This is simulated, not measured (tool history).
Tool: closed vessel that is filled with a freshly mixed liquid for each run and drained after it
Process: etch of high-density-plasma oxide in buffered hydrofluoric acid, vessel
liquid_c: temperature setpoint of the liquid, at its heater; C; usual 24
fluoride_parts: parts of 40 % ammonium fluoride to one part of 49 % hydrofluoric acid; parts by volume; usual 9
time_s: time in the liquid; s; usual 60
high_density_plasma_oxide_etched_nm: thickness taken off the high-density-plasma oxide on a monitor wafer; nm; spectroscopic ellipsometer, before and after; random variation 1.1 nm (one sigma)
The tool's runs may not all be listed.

run,hour,liquid_c,fluoride_parts,time_s,wafers since the last listed run,hours since the thermometer was replaced,hours since the hydrofluoric acid flow meter was replaced,hours since the gauge calibration,"read-back film thickness of the high-density-plasma oxide reference wafer, read on the same gauge (nm)",high_density_plasma_oxide_etched_nm
1,0,24,9,60,0,1271.4,410.9,213.9,49.97,111.33
2,35.7,24,9,60,3114,1307.1,446.6,249.6,50,110.28
3,69.2,24,9,60,2922,1340.6,480.1,283.1,50.01,111.79
4,81.5,24,9,60,1072,1352.9,492.4,295.4,49.96,111.98
5,111.5,24,9,60,2616,1382.9,522.4,325.4,49.96,110.73
6,139.4,24,9,60,2433,1410.8,550.3,353.3,49.94,113.67
7,161.1,24,9,60,1892,1432.5,572,375,49.97,112.11
8,180.9,24,9,60,1727,1452.3,591.8,394.8,49.99,110.94
9,207,21,9,60,2276,1478.4,617.9,420.9,49.98,97.03
10,279.1,28,9,30,6289,1550.5,690,493,50,69.38
# hour 289.8: thermometer replaced
11,300.6,20.5,9,45,1788,10.8,711.5,514.5,50.03,69.27
12,321.6,26,10.5,75,1831,31.8,732.5,535.5,49.97,139.78
# hour 348.3: gauge calibrated
# hour 398.7: hydrofluoric acid flow meter replaced
13,405.7,22,9,60,7248,115.9,7,57.4,50.02,98.95
14,459.2,24,6.5,60,4666,169.4,60.5,110.9,50.01,157.07
15,523.3,21.5,9,85,5591,233.5,124.6,175,50.05,136.68
16,555.2,24,9,60,2782,265.4,156.5,206.9,50,111.03
17,587.9,24,9,50,2852,298.1,189.2,239.6,49.99,92.93
18,602.2,24,9,60,1247,312.4,203.5,253.9,49.99,111.74

Hidden state at the last listed run before each entry between runs and at the first one after, where it differs:
Between runs 10 and 11: thermometer replaced (hour 289.8)
  no hidden state differs between the two runs
Between runs 12 and 13: gauge calibrated (hour 348.3); hydrofluoric acid flow meter replaced (hour 398.7)
  no hidden state differs between the two runs

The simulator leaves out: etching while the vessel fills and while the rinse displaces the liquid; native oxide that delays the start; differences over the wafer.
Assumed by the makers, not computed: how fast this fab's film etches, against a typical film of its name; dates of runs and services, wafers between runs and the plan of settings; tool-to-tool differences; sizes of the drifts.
